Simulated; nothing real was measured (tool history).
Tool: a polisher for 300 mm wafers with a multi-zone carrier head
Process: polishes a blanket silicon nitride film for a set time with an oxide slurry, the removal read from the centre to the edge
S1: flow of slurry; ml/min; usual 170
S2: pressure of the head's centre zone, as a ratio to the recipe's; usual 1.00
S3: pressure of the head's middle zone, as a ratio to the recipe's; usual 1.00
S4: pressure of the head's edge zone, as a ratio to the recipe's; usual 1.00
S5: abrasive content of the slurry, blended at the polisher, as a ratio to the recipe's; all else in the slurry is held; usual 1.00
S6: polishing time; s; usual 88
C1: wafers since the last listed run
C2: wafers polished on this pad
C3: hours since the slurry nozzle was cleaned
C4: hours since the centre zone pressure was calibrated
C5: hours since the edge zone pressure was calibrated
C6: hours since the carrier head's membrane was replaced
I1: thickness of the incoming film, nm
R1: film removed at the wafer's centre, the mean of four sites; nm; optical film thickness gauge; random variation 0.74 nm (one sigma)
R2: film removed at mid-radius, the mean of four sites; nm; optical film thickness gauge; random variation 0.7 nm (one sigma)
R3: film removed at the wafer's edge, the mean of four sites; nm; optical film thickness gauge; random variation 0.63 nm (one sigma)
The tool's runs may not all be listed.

| run | hour | S1 | S2 | S3 | S4 | S5 | S6 | C1 | C2 | C3 | C4 | C5 | C6 | I1 | R1 | R2 | R3 |
|---|---|---|---|---|---|---|---|---|---|---|---|---|---|---|---|---|---|
| 1 | 0.0 | 170 | 1.00 | 1.00 | 1.00 | 1.00 | 88 | 0 | 2678 | 219.1 | 373.7 | 313.1 | 88.7 | 403.4 | 59.8 | 58.2 | 58.3 |
|  | 237.2 | slurry nozzle cleaned |
|  | 257.0 | edge zone pressure recalibrated |
| 2 | 284.4 | 170 | 1.00 | 1.00 | 1.00 | 1.00 | 88 | 3110 | 5789 | 47.2 | 658.1 | 27.4 | 373.1 | 399.7 | 52.9 | 51.8 | 53.0 |
|  | 313.3 | worn pad replaced by a new one |
| 3 | 359.1 | 170 | 1.00 | 1.00 | 1.00 | 1.00 | 88 | 781 | 506 | 121.9 | 732.8 | 102.1 | 447.8 | 399.0 | 61.1 | 57.7 | 59.2 |
| 4 | 396.5 | 170 | 0.93 | 1.00 | 1.00 | 1.00 | 88 | 413 | 919 | 159.3 | 770.2 | 139.5 | 485.2 | 401.4 | 57.7 | 57.4 | 58.7 |
|  | 477.3 | carrier head's membrane replaced by a new one |
| 5 | 496.7 | 170 | 1.00 | 1.00 | 1.00 | 1.00 | 88 | 1052 | 1972 | 259.5 | 870.4 | 239.7 | 19.4 | 395.1 | 61.2 | 56.0 | 59.1 |
| 6 | 553.0 | 120 | 1.05 | 0.97 | 1.00 | 1.00 | 62 | 622 | 2594 | 315.8 | 926.7 | 296.0 | 75.7 | 393.6 | 41.6 | 36.2 | 39.3 |
| 7 | 650.5 | 170 | 1.09 | 1.04 | 1.00 | 1.00 | 88 | 1077 | 3672 | 413.3 | 1024.2 | 393.5 | 173.2 | 401.2 | 63.5 | 57.0 | 55.8 |
| 8 | 695.3 | 225 | 1.00 | 0.97 | 1.00 | 1.25 | 117 | 495 | 4167 | 458.1 | 1069.0 | 438.3 | 218.0 | 406.2 | 93.5 | 82.9 | 86.7 |
|  | 714.6 | slurry nozzle cleaned |
| 9 | 766.9 | 170 | 1.00 | 1.03 | 1.00 | 1.00 | 88 | 780 | 4947 | 52.3 | 1140.6 | 509.9 | 289.6 | 395.9 | 58.2 | 53.5 | 54.7 |
|  | 773.7 | edge zone pressure recalibrated |
|  | 784.9 | worn pad replaced by a new one |
| 10 | 870.1 | 170 | 1.11 | 0.93 | 1.00 | 1.00 | 88 | 1074 | 941 | 155.5 | 1243.8 | 96.4 | 392.8 | 398.5 | 72.7 | 54.8 | 59.8 |
| 11 | 946.2 | 170 | 1.00 | 1.00 | 1.00 | 1.00 | 88 | 841 | 1782 | 231.6 | 1319.9 | 172.5 | 468.9 | 400.9 | 64.1 | 57.3 | 58.3 |
| 12 | 1053.0 | 115 | 1.00 | 1.00 | 1.00 | 1.00 | 88 | 1180 | 2963 | 338.4 | 1426.7 | 279.3 | 575.7 | 400.6 | 57.9 | 52.1 | 54.9 |
|  | 1086.4 | carrier head's membrane replaced by a new one |
| 13 | 1096.3 | 170 | 1.00 | 1.00 | 1.00 | 1.00 | 88 | 423 | 3386 | 381.7 | 1470.0 | 322.6 | 9.9 | 393.6 | 62.3 | 55.1 | 57.5 |
|  | 1153.0 | centre zone pressure recalibrated |
| 14 | 1173.7 | 170 | 1.00 | 0.94 | 1.00 | 1.10 | 88 | 833 | 4219 | 459.1 | 20.7 | 400.0 | 87.3 | 405.3 | 57.8 | 53.2 | 59.8 |
|  | 1245.0 | worn pad replaced by a new one |
| 15 | 1245.8 | 170 | 0.89 | 1.00 | 1.00 | 1.00 | 71 | 752 | 9 | 531.2 | 92.8 | 472.1 | 159.4 | 399.1 | 42.9 | 47.7 | 48.4 |
|  | 1260.8 | slurry nozzle cleaned |
|  | 1270.0 | edge zone pressure recalibrated |
| 16 | 1324.0 | 125 | 1.10 | 0.95 | 1.00 | 1.00 | 99 | 831 | 840 | 63.2 | 171.0 | 54.0 | 237.6 | 404.3 | 71.1 | 59.5 | 65.5 |
| 17 | 1373.0 | 170 | 1.00 | 1.00 | 1.00 | 0.75 | 88 | 541 | 1382 | 112.2 | 220.0 | 103.0 | 286.6 | 407.8 | 47.9 | 45.2 | 47.8 |
| 18 | 1638.5 | 170 | 1.12 | 1.11 | 0.94 | 0.70 | 88 | 2934 | 4316 | 377.7 | 485.5 | 368.5 | 552.1 | 396.8 | 47.3 | 44.4 | 40.4 |
|  | 1704.5 | worn pad replaced by a new one |
|  | 1709.3 | carrier head's membrane replaced by a new one |
| 19 | 1732.8 | 170 | 1.05 | 1.00 | 1.00 | 1.00 | 88 | 944 | 259 | 472.0 | 579.8 | 462.8 | 23.5 | 404.8 | 65.6 | 57.7 | 60.9 |
|  | 1740.4 | edge zone pressure recalibrated |
|  | 1752.9 | slurry nozzle cleaned |
| 20 | 1804.2 | 130 | 1.05 | 1.00 | 1.00 | 1.00 | 88 | 756 | 1015 | 51.3 | 651.2 | 63.8 | 94.9 | 401.2 | 61.9 | 55.5 | 57.5 |
| 21 | 1866.3 | 170 | 1.00 | 1.00 | 1.00 | 1.00 | 88 | 686 | 1702 | 113.4 | 713.3 | 125.9 | 157.0 | 408.5 | 63.5 | 58.5 | 59.2 |

4 ways to go on from here, each from the tool as it stands after run 21. What would each give?
| A | 1866.7 | 170 | 1.00 | 1.00 | 1.00 | 0.85 | 88 | 4 | 1706 | 113.8 | 713.7 | 126.3 | 157.4 | 397.8 | ? | ? | ? |
| B | 1866.7 | 170 | 1.04 | 1.00 | 1.10 | 1.00 | 88 | 4 | 1706 | 113.8 | 713.7 | 126.3 | 157.4 | 397.8 | ? | ? | ? |
| C | 1866.7 | 205 | 1.00 | 0.91 | 1.00 | 0.90 | 88 | 4 | 1706 | 113.8 | 713.7 | 126.3 | 157.4 | 397.8 | ? | ? | ? |
| D | 1866.7 | 170 | 0.92 | 1.00 | 1.00 | 1.00 | 69 | 4 | 1706 | 113.8 | 713.7 | 126.3 | 157.4 | 397.8 | ? | ? | ? |

| run | R1 | R2 | R3 |
|---|---|---|---|
| A | 54.8 | 51.4 | 52.4 |
| B | 64.3 | 57.9 | 61.3 |
| C | 59.0 | 51.0 | 56.0 |
| D | 44.5 | 45.5 | 46.4 |
Without the tool's hidden state the same runs would have given:
| run | R1 | R2 | R3 |
|---|---|---|---|
| A | 53.3 | 52.5 | 53.6 |
| B | 62.6 | 59.2 | 62.7 |
| C | 57.4 | 52.1 | 57.2 |
| D | 43.4 | 46.5 | 47.4 |
